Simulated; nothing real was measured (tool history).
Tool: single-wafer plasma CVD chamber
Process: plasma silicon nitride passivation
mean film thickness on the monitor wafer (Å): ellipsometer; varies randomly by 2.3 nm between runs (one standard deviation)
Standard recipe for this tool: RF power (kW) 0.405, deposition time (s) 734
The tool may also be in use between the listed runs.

run	hour	RF power (kW)	deposition time (s)	wafers since the last listed run	hours since the last RF generator calibration	hours since the showerhead was replaced	hours since the gauge calibration	read-back reference wafer on the same gauge, thickness_nm	mean film thickness on the monitor wafer (Å)
1	0	0.405	838	0	1289.6	6039.7	172.3	1080.383	12083.77
2	70	0.405	838	190	1359.6	6109.7	242.3	1080.006	12063.23
3	94.6	0.405	734	67	1384.2	6134.3	266.9	1080.444	10595.34
4	144.5	0.405	734	136	1434.1	6184.2	316.8	1079.348	10569.26
5	209.7	0.37	734	177	1499.3	6249.4	382	1079.078	10381.66
6	261.8	0.37	734	142	1551.4	6301.5	434.1	1080.868	10402.97
7	450.6	0.405	734	514	1740.2	6490.3	622.9	1079.503	10565.05
8	489.1	0.405	734	104	1778.7	6528.8	661.4	1079.704	10535.79
9	523.1	0.405	734	92	1812.7	6562.8	695.4	1080.213	10559.87
10	583.9	0.425	734	165	1873.5	6623.6	756.2	1079.558	10621.28
11	653.6	0.425	734	190	1943.2	6693.3	825.9	1080.242	10606.45
12	718.9	0.425	734	178	2008.5	6758.6	891.2	1081.251	10590.11
13	758	0.405	734	106	2047.6	6797.7	930.3	1080.743	10456.99
14	805.6	0.405	734	129	2095.2	6845.3	977.9	1080.935	10490.13
15	830.2	0.405	734	67	2119.8	6869.9	1002.5	1080.551	10532.82
# hour 861.8: gauge calibrated
16	892.2	0.405	734	169	2181.8	6931.9	30.4	1080.331	10522.6
17	949.3	0.405	734	155	2238.9	6989	87.5	1080.13	10502.64
18	973.6	0.405	734	66	2263.2	7013.3	111.8	1079.842	10446.71
19	1030.8	0.405	734	155	2320.4	7070.5	169	1079.937	10449.24
20	1067.4	0.375	734	99	2357	7107.1	205.6	1079.627	10318.69
21	1103.8	0.405	734	99	2393.4	7143.5	242	1079.518	10455.61
22	1146.1	0.48	613	115	2435.7	7185.8	284.3	1078.827	9035.34
23	1178.3	0.48	734	87	2467.9	7218	316.5	1079.989	10811.29
# hour 1240.7: RF generator calibrated
24	1241.2	0.33	688	149	0.5	7280.9	379.4	1079.392	9602.62
# hour 1293.7: showerhead replaced
25	1297.5	0.405	734	131	56.8	3.8	435.7	1079.685	10638.53
26	1350.5	0.455	624	144	109.8	56.8	488.7	1079.722	9253.72
27	1380.1	0.37	734	80	139.4	86.4	518.3	1079.48	10431.03
28	1440.8	0.465	734	165	200.1	147.1	579	1079.663	10945.16
29	1485.6	0.33	734	122	244.9	191.9	623.8	1079.973	10238.83
30	1544.5	0.37	734	160	303.8	250.8	682.7	1080.023	10462.35
31	1572.5	0.43	852	76	331.8	278.8	710.7	1079.639	12481.59
32	1643.3	0.455	734	193	402.6	349.6	781.5	1080.797	10878.59
33	1685.9	0.355	734	116	445.2	392.2	824.1	1080.543	10428.72
# hour 1749.3: gauge calibrated
34	1754	0.405	734	185	513.3	460.3	4.7	1079.556	10652.66

For each run, what was the tool's unlogged condition?
gauge reads high (%): 0 on each run
H1: delivered RF power above the setpoint (%)
run	H1
1	-3.61
2	-3.88
3	-3.98
4	-4.18
5	-4.46
6	-4.69
7	-5.59
8	-5.79
9	-5.97
10	-6.29
11	-6.68
12	-7.05
13	-7.28
14	-7.57
15	-7.72
16	-8.11
17	-8.48
18	-8.63
19	-9.01
20	-9.26
21	-9.51
22	-9.81
23	-10
24	-0.753
25	-0.758
26	-0.771
27	-0.782
28	-0.812
29	-0.84
30	-0.887
31	-0.913
32	-0.989
33	-1.04
34	-1.14

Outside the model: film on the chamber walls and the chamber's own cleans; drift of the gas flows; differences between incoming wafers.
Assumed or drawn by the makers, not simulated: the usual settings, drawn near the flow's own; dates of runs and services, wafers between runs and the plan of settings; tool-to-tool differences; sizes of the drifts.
